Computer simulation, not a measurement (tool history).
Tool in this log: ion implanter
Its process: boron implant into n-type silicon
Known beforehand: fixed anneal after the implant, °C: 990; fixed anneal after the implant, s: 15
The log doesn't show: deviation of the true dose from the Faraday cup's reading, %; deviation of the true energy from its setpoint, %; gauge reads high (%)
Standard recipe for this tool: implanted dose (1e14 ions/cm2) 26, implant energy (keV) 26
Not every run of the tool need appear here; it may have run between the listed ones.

run,hour,implanted dose (1e14 ions/cm2),implant energy (keV),wafers since the last listed run,hours since the last dose calibration,hours since the extraction supply was calibrated,hours since the gauge calibration,"read-back reference wafer on the same gauge, sheet resistance",sheet resistance of the implanted and annealed layer (ohm/square)
1,0,26,26,0,1460.6,4367.6,1004.6,73.32,66.95
2,102.4,26,26,2800,1563,4470,1107,73.27,67.17
3,148.4,26,26,1257,1609,4516,1153,73.3,67.29
4,250.4,26,26,2789,1711,4618,1255,73.3,67.27
5,306,26,26,1520,1766.6,4673.6,1310.6,73.3,67.35
6,393.7,26,20.5,2398,1854.3,4761.3,1398.3,73.32,73.05
7,441.7,26,20.5,1312,1902.3,4809.3,1446.3,73.34,73.18
8,758.2,26,20.5,8654,2218.8,5125.8,1762.8,73.33,73.29
# hour 767.3: Faraday cup replaced and dose calibrated
9,850.4,20.28,22,2302,83.1,5218,1855,73.31,78.7
10,909.4,20.28,22,1613,142.1,5277,1914,73.32,78.65
11,980.2,20.28,22,1936,212.9,5347.8,1984.8,73.27,78.63
# hour 1019.6: gauge calibrated
12,1020,28.39,26,1088,252.7,5387.6,0.4,73.34,64.94
13,1087.1,26,26,1834,319.8,5454.7,67.5,73.31,67.33
14,1155.1,26,26,1859,387.8,5522.7,135.5,73.29,67.16
# hour 1218.7: extraction supply calibrated
15,1219.5,26,26,1542,452.2,0.8,199.9,73.31,65.92
16,1275,26,26,1517,507.7,56.3,255.4,73.29,66.13
17,1346.8,22,26,1963,579.5,128.1,327.2,73.3,71.38
18,1423.6,26,26,2100,656.3,204.9,404,73.3,66.12
19,1480.3,26,26,1550,713,261.6,460.7,73.3,65.87
20,1552.5,20.76,20.5,1974,785.2,333.8,532.9,73.31,78.19
21,1615.7,29.72,33,1728,848.4,397,596.1,73.31,58.39
22,1671.5,28.34,22,1525,904.2,452.8,651.9,73.31,67.55
23,1708.9,26,26,1022,941.6,490.2,689.3,73.3,66.13
24,1771,21.62,26,1698,1003.7,552.3,751.4,73.29,72.07
25,1823.8,28,32.5,1443,1056.5,605.1,804.2,73.32,60.26
26,1918.9,26,26,2600,1151.6,700.2,899.3,73.28,66.22
27,1967,23.22,26,1315,1199.7,748.3,947.4,73.32,69.69
28,2060.9,26,33.5,2567,1293.6,842.2,1041.3,73.32,62.38
29,2101.8,19.64,21,1118,1334.5,883.1,1082.2,73.32,79.86
30,2207.2,26,31,2882,1439.9,988.5,1187.6,73.32,63.44

Here are 3 independent what-if runs from the current tool condition. What would each one return?
A,2207.6,26,26,10,1440.3,988.9,1188,?,?
B,2207.6,26,32.5,10,1440.3,988.9,1188,?,?
C,2207.6,26,19.5,10,1440.3,988.9,1188,?,?

run,"read-back reference wafer on the same gauge, sheet resistance",sheet resistance of the implanted and annealed layer (ohm/square)
A,73.3,66.21
B,73.3,62.67
C,73.3,72.9
Had the tool no hidden state, the same runs would have come out as:
run,sheet resistance of the implanted and annealed layer (ohm/square)
A,66.06
B,62.45
C,72.85
